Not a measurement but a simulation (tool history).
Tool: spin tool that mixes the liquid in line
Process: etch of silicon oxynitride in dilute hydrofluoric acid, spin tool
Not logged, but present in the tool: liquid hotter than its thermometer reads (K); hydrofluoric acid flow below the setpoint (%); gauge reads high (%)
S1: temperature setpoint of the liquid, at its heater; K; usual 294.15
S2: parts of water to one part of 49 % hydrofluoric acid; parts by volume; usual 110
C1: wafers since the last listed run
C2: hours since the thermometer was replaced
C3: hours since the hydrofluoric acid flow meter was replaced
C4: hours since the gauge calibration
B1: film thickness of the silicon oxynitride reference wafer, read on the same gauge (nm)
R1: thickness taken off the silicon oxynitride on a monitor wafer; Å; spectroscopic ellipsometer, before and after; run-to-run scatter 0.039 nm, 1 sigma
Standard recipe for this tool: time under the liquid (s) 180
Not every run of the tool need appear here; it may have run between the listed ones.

run 1 day=0.000 | S1=294.15 S2=65 time_under_the_liquid_(s)=180 | C1=0 C2=1199.5 C3=433.3 C4=2537.1 | B1=156.355 | R1=42.77
run 2 day=3.854 | S1=294.15 S2=110 time_under_the_liquid_(s)=180 | C1=859 C2=1292.0 C3=525.8 C4=2629.6 | B1=156.883 | R1=25.14
run 3 day=6.396 | S1=294.15 S2=110 time_under_the_liquid_(s)=180 | C1=566 C2=1353.0 C3=586.8 C4=2690.6 | B1=157.238 | R1=25.09
run 4 day=8.354 | S1=294.15 S2=110 time_under_the_liquid_(s)=180 | C1=436 C2=1400.0 C3=633.8 C4=2737.6 | B1=157.483 | R1=25.27
-- day=9.621 hydrofluoric acid flow meter replaced
run 5 day=12.454 | S1=292.15 S2=110 time_under_the_liquid_(s)=180 | C1=905 C2=1498.4 C3=68.0 C4=2836.0 | B1=157.987 | R1=22.53
run 6 day=16.704 | S1=294.15 S2=110 time_under_the_liquid_(s)=180 | C1=947 C2=1600.4 C3=170.0 C4=2938.0 | B1=158.605 | R1=25.12
-- day=18.912 gauge calibrated
run 7 day=19.838 | S1=294.15 S2=110 time_under_the_liquid_(s)=180 | C1=698 C2=1675.6 C3=245.2 C4=22.2 | B1=140.602 | R1=22.13
run 8 day=22.025 | S1=294.15 S2=110 time_under_the_liquid_(s)=180 | C1=487 C2=1728.1 C3=297.7 C4=74.7 | B1=140.876 | R1=22.27
run 9 day=24.692 | S1=297.15 S2=125 time_under_the_liquid_(s)=135 | C1=594 C2=1792.1 C3=361.7 C4=138.7 | B1=141.236 | R1=16.49
run 10 day=26.821 | S1=294.15 S2=80 time_under_the_liquid_(s)=180 | C1=474 C2=1843.2 C3=412.8 C4=189.8 | B1=141.507 | R1=31.43
run 11 day=29.321 | S1=295.65 S2=165 time_under_the_liquid_(s)=180 | C1=557 C2=1903.2 C3=472.8 C4=249.8 | B1=141.856 | R1=15.55
run 12 day=32.683 | S1=297.15 S2=125 time_under_the_liquid_(s)=135 | C1=749 C2=1983.9 C3=553.5 C4=330.5 | B1=142.297 | R1=16.47
run 13 day=36.788 | S1=292.15 S2=110 time_under_the_liquid_(s)=145 | C1=915 C2=2082.4 C3=652.0 C4=429.0 | B1=142.870 | R1=16.76
-- day=37.067 hydrofluoric acid flow meter replaced
run 14 day=39.717 | S1=294.15 S2=110 time_under_the_liquid_(s)=180 | C1=643 C2=2152.7 C3=63.6 C4=499.3 | B1=143.234 | R1=22.87
run 15 day=42.050 | S1=294.15 S2=160 time_under_the_liquid_(s)=135 | C1=520 C2=2208.7 C3=119.6 C4=555.3 | B1=143.581 | R1=11.16
run 16 day=44.029 | S1=294.15 S2=110 time_under_the_liquid_(s)=180 | C1=441 C2=2256.2 C3=167.1 C4=602.8 | B1=143.854 | R1=22.62
run 17 day=49.442 | S1=297.15 S2=125 time_under_the_liquid_(s)=135 | C1=1207 C2=2386.1 C3=297.0 C4=732.7 | B1=144.555 | R1=17.05
run 18 day=51.083 | S1=294.15 S2=110 time_under_the_liquid_(s)=180 | C1=366 C2=2425.5 C3=336.4 C4=772.1 | B1=144.797 | R1=23.04
run 19 day=52.842 | S1=294.15 S2=125 time_under_the_liquid_(s)=180 | C1=392 C2=2467.7 C3=378.6 C4=814.3 | B1=145.023 | R1=20.61
run 20 day=56.492 | S1=294.15 S2=150 time_under_the_liquid_(s)=180 | C1=814 C2=2555.3 C3=466.2 C4=901.9 | B1=145.489 | R1=16.18
run 21 day=59.625 | S1=291.65 S2=60 time_under_the_liquid_(s)=100 | C1=698 C2=2630.5 C3=541.4 C4=977.1 | B1=145.959 | R1=21.32
-- day=59.850 thermometer replaced
-- day=61.700 hydrofluoric acid flow meter replaced
run 22 day=61.850 | S1=292.65 S2=65 time_under_the_liquid_(s)=100 | C1=477 C2=48.0 C3=3.6 C4=1030.5 | B1=146.207 | R1=20.56
run 23 day=65.342 | S1=297.65 S2=90 time_under_the_liquid_(s)=115 | C1=778 C2=131.8 C3=87.4 C4=1114.3 | B1=146.681 | R1=22.19
run 24 day=67.875 | S1=294.15 S2=65 time_under_the_liquid_(s)=95 | C1=565 C2=192.6 C3=148.2 C4=1175.1 | B1=147.029 | R1=21.32
run 25 day=69.762 | S1=298.65 S2=110 time_under_the_liquid_(s)=180 | C1=420 C2=237.9 C3=193.5 C4=1220.4 | B1=147.276 | R1=29.01
run 26 day=72.896 | S1=294.15 S2=60 time_under_the_liquid_(s)=180 | C1=698 C2=313.1 C3=268.7 C4=1295.6 | B1=147.716 | R1=44.27
run 27 day=75.146 | S1=296.15 S2=95 time_under_the_liquid_(s)=130 | C1=501 C2=367.1 C3=322.7 C4=1349.6 | B1=148.001 | R1=22.09
run 28 day=77.696 | S1=294.15 S2=110 time_under_the_liquid_(s)=180 | C1=568 C2=428.3 C3=383.9 C4=1410.8 | B1=148.378 | R1=23.51
run 29 day=81.196 | S1=297.15 S2=140 time_under_the_liquid_(s)=180 | C1=780 C2=512.3 C3=467.9 C4=1494.8 | B1=148.840 | R1=20.55
run 30 day=85.396 | S1=298.65 S2=110 time_under_the_liquid_(s)=260 | C1=936 C2=613.1 C3=568.7 C4=1595.6 | B1=149.368 | R1=41.47
-- day=86.950 hydrofluoric acid flow meter replaced
run 31 day=86.975 | S1=290.15 S2=110 time_under_the_liquid_(s)=130 | C1=342 C2=651.0 C3=0.6 C4=1633.5 | B1=149.608 | R1=14.16
run 32 day=89.496 | S1=294.15 S2=110 time_under_the_liquid_(s)=180 | C1=562 C2=711.5 C3=61.1 C4=1694.0 | B1=149.944 | R1=23.96
run 33 day=91.600 | S1=294.15 S2=85 time_under_the_liquid_(s)=180 | C1=469 C2=762.0 C3=111.6 C4=1744.5 | B1=150.206 | R1=30.76

For each run, the measured value with the value that run would have given without the tool's hidden condition subtracted. The run-to-run variation is shared by both, the gauge scatter possibly not:
run=1 R1=+4.48
run=2 R1=+2.70
run=3 R1=+2.75
run=4 R1=+2.81
run=5 R1=+2.57
run=6 R1=+2.94
run=7 R1=+0.09
run=8 R1=+0.13
run=9 R1=+0.14
run=10 R1=+0.34
run=11 R1=+0.20
run=12 R1=+0.27
run=13 R1=+0.34
run=14 R1=+0.52
run=15 R1=+0.27
run=16 R1=+0.61
run=17 R1=+0.53
run=18 R1=+0.76
run=19 R1=+0.72
run=20 R1=+0.61
run=21 R1=+0.86
run=22 R1=+0.88
run=23 R1=+1.01
run=24 R1=+1.02
run=25 R1=+1.43
run=26 R1=+2.31
run=27 R1=+1.20
run=28 R1=+1.33
run=29 R1=+1.21
run=30 R1=+2.61
run=31 R1=+0.91
run=32 R1=+1.59
run=33 R1=+2.09
